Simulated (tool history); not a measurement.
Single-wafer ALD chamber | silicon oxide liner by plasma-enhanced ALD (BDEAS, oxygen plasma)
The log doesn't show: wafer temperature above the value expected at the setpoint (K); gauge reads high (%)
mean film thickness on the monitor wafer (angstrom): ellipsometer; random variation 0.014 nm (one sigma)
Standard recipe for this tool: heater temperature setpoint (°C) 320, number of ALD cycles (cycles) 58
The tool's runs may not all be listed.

run	day	heater temperature setpoint (°C)	number of ALD cycles (cycles)	wafers since the last listed run	hours since the last thermocouple change	hours since the gauge calibration	read-back reference wafer on the same gauge, thickness_nm	mean film thickness on the monitor wafer (angstrom)
1	0.000	320	54	0	209.3	634.7	4.742	50.35
2	1.575	320	54	250	247.1	672.5	4.738	50.26
3	3.942	310	51	377	303.9	729.3	4.742	48.31
4	5.742	327	58	286	347.1	772.5	4.740	53.64
5	7.029	326	58	205	378.0	803.4	4.742	53.72
# day 7.858: gauge calibrated
6	8.583	326	58	247	415.3	17.4	4.739	53.53
7	10.196	320	61	256	454.0	56.1	4.742	56.98
8	12.775	320	58	410	515.9	118.0	4.742	54.03
9	15.162	320	58	380	573.2	175.3	4.742	53.84
10	16.983	320	58	290	616.9	219.0	4.740	54.14
11	18.171	320	66	189	645.4	247.5	4.740	61.72
12	19.912	320	66	277	687.2	289.3	4.739	61.28
13	26.375	320	58	1029	842.3	444.4	4.737	53.53
14	28.096	320	51	274	883.6	485.7	4.740	47.20
15	29.971	330	58	298	928.6	530.7	4.740	53.01
16	31.979	320	58	319	976.8	578.9	4.740	53.80
17	34.954	307	49	474	1048.2	650.3	4.740	46.19
18	37.650	333	49	429	1112.9	715.0	4.741	44.56
# day 38.067: gauge calibrated
# day 38.371: thermocouple changed; heater temperature recalibrated
19	38.688	306	50	112	7.6	14.9	4.739	47.79
20	41.354	334	61	424	71.6	78.9	4.739	55.74
21	43.625	320	62	361	126.1	133.4	4.738	57.94
22	45.850	308	49	354	179.5	186.8	4.742	46.57
23	48.467	320	63	416	242.3	249.6	4.738	58.74
24	50.554	320	58	332	292.4	299.7	4.740	54.25
25	51.692	320	58	181	319.7	327.0	4.736	54.11

Alternative continuations, all from the tool just after run 25; predict every row:
A	51.712	320	58	3	320.2	327.5	?	?
B	51.712	306	58	3	320.2	327.5	?	?
C	51.712	313	61	3	320.2	327.5	?	?

run	read-back reference wafer on the same gauge, thickness_nm	mean film thickness on the monitor wafer (angstrom)
A	4.740	54.19
B	4.740	55.27
C	4.740	57.56
Without the tool's unlogged condition, the same runs would have read:
run	mean film thickness on the monitor wafer (angstrom)
A	54.25
B	55.33
C	57.62

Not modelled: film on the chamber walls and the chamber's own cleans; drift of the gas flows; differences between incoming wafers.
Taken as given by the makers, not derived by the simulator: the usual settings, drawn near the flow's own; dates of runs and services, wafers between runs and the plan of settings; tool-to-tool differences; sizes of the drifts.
